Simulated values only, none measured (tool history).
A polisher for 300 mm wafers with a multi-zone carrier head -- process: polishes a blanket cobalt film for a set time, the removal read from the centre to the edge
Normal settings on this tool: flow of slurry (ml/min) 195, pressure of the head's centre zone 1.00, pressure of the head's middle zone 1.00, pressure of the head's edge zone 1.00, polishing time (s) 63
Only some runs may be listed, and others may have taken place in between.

| run | hour | flow of slurry (ml/min) | pressure of the head's centre zone | pressure of the head's middle zone | pressure of the head's edge zone | polishing time (s) | incoming thickness of the incoming film, nm | film removed at the wafer's centre (Å) | film removed at mid-radius (Å) | film removed at the wafer's edge (Å) |
|---|---|---|---|---|---|---|---|---|---|---|
| 1 | 0.0 | 195 | 1.00 | 1.00 | 1.00 | 63 | 1275.8 | 2749 | 2666 | 2784 |
| 2 | 20.1 | 195 | 1.00 | 1.00 | 1.00 | 63 | 1268.9 | 2698 | 2690 | 2746 |
| 3 | 34.0 | 195 | 0.95 | 1.00 | 1.00 | 63 | 1281.8 | 2528 | 2674 | 2701 |
| 4 | 51.4 | 195 | 0.95 | 1.00 | 1.00 | 63 | 1263.4 | 2508 | 2580 | 2630 |
| 5 | 70.3 | 195 | 0.95 | 1.00 | 1.00 | 63 | 1280.6 | 2523 | 2547 | 2646 |
| 6 | 97.0 | 195 | 1.00 | 1.08 | 1.05 | 63 | 1255.3 | 2574 | 2745 | 2596 |
|  | 123.0 | slurry nozzle cleaned |
| 7 | 130.1 | 195 | 1.00 | 1.08 | 1.05 | 63 | 1275.5 | 2582 | 2672 | 2605 |
|  | 138.8 | centre zone pressure recalibrated |
| 8 | 151.2 | 245 | 1.00 | 1.00 | 0.93 | 63 | 1288.0 | 2637 | 2586 | 2472 |
|  | 161.4 | worn pad replaced by a new one |
| 9 | 183.7 | 245 | 1.00 | 1.00 | 0.93 | 63 | 1297.1 | 2821 | 2779 | 2662 |
| 10 | 199.1 | 195 | 0.88 | 1.00 | 1.00 | 63 | 1276.1 | 2396 | 2626 | 2738 |
| 11 | 234.9 | 195 | 1.00 | 1.00 | 1.00 | 63 | 1277.7 | 2606 | 2631 | 2639 |
| 12 | 265.7 | 245 | 0.89 | 1.00 | 1.00 | 48 | 1266.1 | 1805 | 2030 | 2025 |
|  | 293.9 | carrier head's membrane replaced by a new one |
| 13 | 296.1 | 150 | 1.05 | 1.00 | 1.00 | 63 | 1263.9 | 2544 | 2440 | 2464 |
| 14 | 309.0 | 195 | 1.00 | 0.93 | 1.00 | 83 | 1268.2 | 3345 | 3090 | 3356 |
| 15 | 322.4 | 245 | 1.00 | 1.00 | 0.93 | 63 | 1261.8 | 2637 | 2589 | 2474 |
|  | 338.6 | worn pad replaced by a new one |
| 16 | 365.4 | 155 | 1.00 | 0.92 | 0.89 | 63 | 1275.8 | 2538 | 2351 | 2483 |
| 17 | 400.4 | 195 | 1.12 | 1.00 | 0.88 | 63 | 1289.1 | 2924 | 2634 | 2496 |
|  | 404.8 | edge zone pressure recalibrated |
| 18 | 418.9 | 195 | 1.00 | 1.00 | 1.00 | 44 | 1272.9 | 1796 | 1758 | 1783 |
| 19 | 448.8 | 140 | 1.11 | 1.00 | 1.00 | 81 | 1290.3 | 3420 | 3085 | 3082 |
| 20 | 482.7 | 195 | 1.00 | 1.00 | 1.00 | 63 | 1276.0 | 2495 | 2454 | 2509 |
| 21 | 514.7 | 150 | 1.05 | 1.00 | 1.00 | 63 | 1282.8 | 2450 | 2325 | 2372 |
|  | 522.2 | worn pad replaced by a new one |
| 22 | 534.0 | 195 | 1.00 | 1.00 | 1.00 | 63 | 1259.1 | 2716 | 2721 | 2741 |
| 23 | 584.3 | 195 | 1.00 | 1.00 | 1.00 | 63 | 1274.9 | 2649 | 2581 | 2589 |

Give the tool's hidden conditions for every run:
slurry flow missing at the pad, %: 0 in every run
deviation of the centre zone's pressure from its setpoint, %: 0 in every run
deviation of the edge zone's pressure from its setpoint, %: 0 in every run
H1: removal rate lost through wear of the pad, %
| run | H1 |
|---|---|
| 1 | 1.14 |
| 2 | 2.2 |
| 3 | 2.93 |
| 4 | 3.85 |
| 5 | 4.84 |
| 6 | 6.25 |
| 7 | 8 |
| 8 | 9.11 |
| 9 | 1.53 |
| 10 | 2.34 |
| 11 | 4.23 |
| 12 | 5.85 |
| 13 | 7.46 |
| 14 | 8.14 |
| 15 | 8.84 |
| 16 | 3.13 |
| 17 | 4.98 |
| 18 | 5.95 |
| 19 | 7.53 |
| 20 | 9.32 |
| 21 | 11 |
| 22 | 1.45 |
| 23 | 4.11 |
